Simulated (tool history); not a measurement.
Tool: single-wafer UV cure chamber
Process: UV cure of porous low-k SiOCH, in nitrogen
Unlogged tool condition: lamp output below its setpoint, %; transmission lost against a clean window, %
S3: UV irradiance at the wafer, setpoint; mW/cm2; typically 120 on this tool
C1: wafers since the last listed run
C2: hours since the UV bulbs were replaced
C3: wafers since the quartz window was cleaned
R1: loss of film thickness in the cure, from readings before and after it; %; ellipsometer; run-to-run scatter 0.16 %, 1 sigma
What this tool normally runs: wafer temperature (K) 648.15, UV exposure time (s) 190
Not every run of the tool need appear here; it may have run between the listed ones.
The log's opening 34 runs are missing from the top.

-- hour=845.3 quartz window cleaned
run 35 hour=851.9 | wafer_temperature_(K)=648.15 UV_exposure_time_(s)=125 S3=91 | C1=135 C2=302.8 C3=54 | R1=8.348
run 36 hour=884.6 | wafer_temperature_(K)=637.15 UV_exposure_time_(s)=90 S3=143 | C1=270 C2=335.5 C3=325 | R1=8.508
run 37 hour=918.3 | wafer_temperature_(K)=648.15 UV_exposure_time_(s)=190 S3=120 | C1=279 C2=369.2 C3=604 | R1=10.998
run 38 hour=934.0 | wafer_temperature_(K)=648.15 UV_exposure_time_(s)=190 S3=120 | C1=129 C2=384.9 C3=734 | R1=11.241
run 39 hour=948.1 | wafer_temperature_(K)=630.15 UV_exposure_time_(s)=80 S3=105 | C1=116 C2=399.0 C3=851 | R1=6.645
run 40 hour=970.7 | wafer_temperature_(K)=656.15 UV_exposure_time_(s)=280 S3=137 | C1=187 C2=421.6 C3=1038 | R1=13.634
run 41 hour=1019.7 | wafer_temperature_(K)=636.15 UV_exposure_time_(s)=190 S3=120 | C1=405 C2=470.6 C3=1444 | R1=10.898
run 42 hour=1036.7 | wafer_temperature_(K)=648.15 UV_exposure_time_(s)=230 S3=120 | C1=140 C2=487.6 C3=1584 | R1=12.248
run 43 hour=1065.8 | wafer_temperature_(K)=648.15 UV_exposure_time_(s)=190 S3=120 | C1=240 C2=516.7 C3=1825 | R1=11.086
run 44 hour=1087.0 | wafer_temperature_(K)=629.15 UV_exposure_time_(s)=145 S3=148 | C1=175 C2=537.9 C3=2001 | R1=10.203
-- hour=1120.8 quartz window cleaned
run 45 hour=1121.3 | wafer_temperature_(K)=648.15 UV_exposure_time_(s)=245 S3=110 | C1=217 C2=572.2 C3=4 | R1=12.040

Each row is a separate what-if for the run after 45, all from the same tool condition, not one after another. Results?
run A hour=1121.8 | wafer_temperature_(K)=648.15 UV_exposure_time_(s)=190 S3=120 | C1=4 C2=572.7 C3=8 | R1=?
run B hour=1121.8 | wafer_temperature_(K)=632.15 UV_exposure_time_(s)=190 S3=120 | C1=4 C2=572.7 C3=8 | R1=?
run C hour=1121.8 | wafer_temperature_(K)=648.15 UV_exposure_time_(s)=110 S3=106 | C1=4 C2=572.7 C3=8 | R1=?
run D hour=1121.8 | wafer_temperature_(K)=660.15 UV_exposure_time_(s)=190 S3=120 | C1=4 C2=572.7 C3=8 | R1=?
run E hour=1121.8 | wafer_temperature_(K)=634.15 UV_exposure_time_(s)=190 S3=120 | C1=4 C2=572.7 C3=8 | R1=?

run=A R1=10.711
run=B R1=10.415
run=C R1=7.865
run=D R1=10.926
run=E R1=10.452
With the hidden condition removed and each run's random variation left untouched, the same runs would have given:
run=A R1=11.346
run=B R1=11.045
run=C R1=8.461
run=D R1=11.564
run=E R1=11.083
